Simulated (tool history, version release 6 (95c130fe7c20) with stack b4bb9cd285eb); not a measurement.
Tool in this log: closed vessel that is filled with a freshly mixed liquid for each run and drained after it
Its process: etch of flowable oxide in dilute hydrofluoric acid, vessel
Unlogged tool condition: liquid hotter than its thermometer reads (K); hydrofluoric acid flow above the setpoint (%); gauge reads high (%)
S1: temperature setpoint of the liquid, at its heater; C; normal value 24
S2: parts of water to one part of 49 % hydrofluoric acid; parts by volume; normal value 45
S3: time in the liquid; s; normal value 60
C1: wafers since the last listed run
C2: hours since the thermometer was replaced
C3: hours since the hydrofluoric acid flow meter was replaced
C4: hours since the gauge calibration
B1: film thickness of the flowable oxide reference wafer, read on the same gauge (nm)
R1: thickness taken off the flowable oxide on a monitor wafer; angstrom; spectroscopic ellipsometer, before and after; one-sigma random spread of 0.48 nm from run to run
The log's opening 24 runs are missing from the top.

run 25 hour=596.9 | S1=24 S2=60 S3=50 | C1=1884 C2=59.9 C3=1854 C4=327.3 | B1=50.03 | R1=504.4
-- hour=622.3 hydrofluoric acid flow meter replaced
run 26 hour=631.5 | S1=22 S2=50 S3=70 | C1=2138 C2=94.5 C3=9.2 C4=361.9 | B1=50 | R1=793
run 27 hour=666.1 | S1=26 S2=40 S3=60 | C1=2202 C2=129.1 C3=43.8 C4=396.5 | B1=50.01 | R1=1013.1
run 28 hour=681.7 | S1=24 S2=45 S3=60 | C1=992 C2=144.7 C3=59.4 C4=412.1 | B1=49.98 | R1=823.7
run 29 hour=707.7 | S1=24 S2=25 S3=30 | C1=1654 C2=170.7 C3=85.4 C4=438.1 | B1=49.99 | R1=759.6
run 30 hour=786.9 | S1=24 S2=45 S3=30 | C1=5041 C2=249.9 C3=164.6 C4=517.3 | B1=50 | R1=412.4
run 31 hour=804.8 | S1=24 S2=45 S3=60 | C1=1139 C2=267.8 C3=182.5 C4=535.2 | B1=50.05 | R1=820.4
run 32 hour=823.6 | S1=28 S2=45 S3=35 | C1=1196 C2=286.6 C3=201.3 C4=554 | B1=50.05 | R1=558
run 33 hour=842.7 | S1=21 S2=45 S3=95 | C1=1215 C2=305.7 C3=220.4 C4=573.1 | B1=50 | R1=1146.9

Each row is a separate what-if for the run after 33, all from the same tool condition, not one after another. Results?
run A hour=843.4 | S1=24 S2=45 S3=50 | C1=44 C2=306.4 C3=221.1 C4=573.8 | B1=? | R1=?
run B hour=843.4 | S1=21 S2=45 S3=60 | C1=44 C2=306.4 C3=221.1 C4=573.8 | B1=? | R1=?
run C hour=843.4 | S1=20.5 S2=35 S3=45 | C1=44 C2=306.4 C3=221.1 C4=573.8 | B1=? | R1=?
run D hour=843.4 | S1=24 S2=60 S3=35 | C1=44 C2=306.4 C3=221.1 C4=573.8 | B1=? | R1=?
run E hour=843.4 | S1=20 S2=30 S3=80 | C1=44 C2=306.4 C3=221.1 C4=573.8 | B1=? | R1=?

run=A B1=50.04 R1=682.7
run=B B1=50.04 R1=722.6
run=C B1=50.04 R1=690.6
run=D B1=50.04 R1=351.4
run=E B1=50.04 R1=1410.5
The same runs, with their run-to-run variation unchanged, on a tool lacking any hidden condition would have given:
run=A R1=682.7
run=B R1=722.6
run=C R1=690.6
run=D R1=351.4
run=E R1=1410.5
